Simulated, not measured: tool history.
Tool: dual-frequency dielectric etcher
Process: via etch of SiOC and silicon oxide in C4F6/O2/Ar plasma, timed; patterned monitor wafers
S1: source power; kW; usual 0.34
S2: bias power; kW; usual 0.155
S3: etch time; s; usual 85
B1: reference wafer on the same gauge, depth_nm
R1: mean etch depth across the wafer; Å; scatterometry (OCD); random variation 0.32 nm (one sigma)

Run 1, hour 0: usual settings; B1 91.9. Result: R1 827 Å.
Run 2, hour 60.8: usual settings; B1 91.8. Result: R1 828 Å.
Run 3, hour 85.9: usual settings; B1 92. Result: R1 825 Å.
At hour 113.5: gauge calibrated.
Run 4, hour 121.3: usual settings; B1 92. Result: R1 825 Å.
At hour 203.1: wet clean of the chamber.
Run 5, hour 203.6: usual settings; B1 92. Result: R1 828 Å.
Run 6, hour 223.8: usual settings; B1 91.9. Result: R1 827 Å.
Run 7, hour 249.8: usual settings; B1 91.8. Result: R1 825 Å.
Run 8, hour 314.4: usual settings; B1 92. Result: R1 829 Å.
Run 9, hour 384.9: usual settings but S2 0.185 kW; B1 91.9. Result: R1 894 Å.
Run 10, hour 435.5: usual settings; B1 91.9. Result: R1 825 Å.
Run 11, hour 482.5: usual settings; B1 92. Result: R1 824 Å.
Run 12, hour 551.6: usual settings; B1 91.9. Result: R1 824 Å.
At hour 633.4: wet clean of the chamber.
Run 13, hour 633.9: usual settings; B1 91.9. Result: R1 820 Å.
Run 14, hour 672: usual settings; B1 91.9. Result: R1 823 Å.
Run 15, hour 739.6: usual settings but S1 0.37 kW, S2 0.143 kW, S3 99 s; B1 91.9. Result: R1 952 Å.
Run 16, hour 789.2: usual settings but S1 0.38 kW, S2 0.179 kW; B1 91.9. Result: R1 913 Å.
Run 17, hour 835.8: usual settings but S1 0.28 kW, S2 0.121 kW, S3 103.5 s; B1 91.9. Result: R1 821 Å.
Run 18, hour 877.4: usual settings; B1 92. Result: R1 814 Å.
Run 19, hour 936.7: usual settings but S1 0.4 kW, S2 0.117 kW, S3 101 s; B1 92. Result: R1 916 Å.
At hour 1000: wet clean of the chamber.
At hour 1078.9: bias power generator calibrated.
Run 20, hour 1093: usual settings but S2 0.138 kW; B1 91.9. Result: R1 768 Å.
Run 21, hour 1149.7: usual settings but S1 0.3 kW, S2 0.176 kW, S3 109.5 s; B1 91.9. Result: R1 1050 Å.
Run 22, hour 1185.9: usual settings but S1 0.3 kW, S2 0.176 kW, S3 109.5 s; B1 92. Result: R1 1049 Å.
At hour 1301.8: upper electrode replaced, of another model than before.
Run 23, hour 1311.9: usual settings; B1 91.8. Result: R1 800 Å.
At hour 1372.6: gauge calibrated.
At hour 1381: source power generator calibrated.
At hour 1382.2: wet clean of the chamber.
Run 24, hour 1382.7: usual settings but S1 0.3 kW, S2 0.142 kW, S3 105.5 s; B1 91.8. Result: R1 934 Å.
Run 25, hour 1538: usual settings but S2 0.122 kW, S3 73 s; B1 91.9. Result: R1 671 Å.
Run 26, hour 1601.4: usual settings but S1 0.31 kW, S2 0.121 kW; B1 91.9. Result: R1 731 Å.
Run 27, hour 1660.9: usual settings but S1 0.27 kW, S2 0.183 kW, S3 63.5 s; B1 91.9. Result: R1 560 Å.
Run 28, hour 1699.3: usual settings but S3 100.5 s; B1 91.9. Result: R1 978 Å.
Run 29, hour 1740.6: usual settings but S3 77.5 s; B1 91.9. Result: R1 758 Å.
At hour 1772.7: wet clean of the chamber.
Run 30, hour 1810.2: usual settings but S1 0.26 kW, S3 65.5 s; B1 91.9. Result: R1 534 Å.

The same runs without the tool's hidden state, with the same run-to-run variation:
The hidden state here: etch rate over this chamber's usual, %; source power that arrives over what is set, %; bias power that arrives over what is set, %; gauge reads high (%).
run    R1
  1   832
  2   833
  3   830
  4   830
  5   834
  6   833
  7   831
  8   836
  9   902
 10   834
 11   833
 12   834
 13   831
 14   834
 15   967
 16   927
 17   835
 18   828
 19   933
 20   785
 21  1074
 22  1073
 23   831
 24   935
 25   672
 26   732
 27   561
 28   980
 29   760
 30   535

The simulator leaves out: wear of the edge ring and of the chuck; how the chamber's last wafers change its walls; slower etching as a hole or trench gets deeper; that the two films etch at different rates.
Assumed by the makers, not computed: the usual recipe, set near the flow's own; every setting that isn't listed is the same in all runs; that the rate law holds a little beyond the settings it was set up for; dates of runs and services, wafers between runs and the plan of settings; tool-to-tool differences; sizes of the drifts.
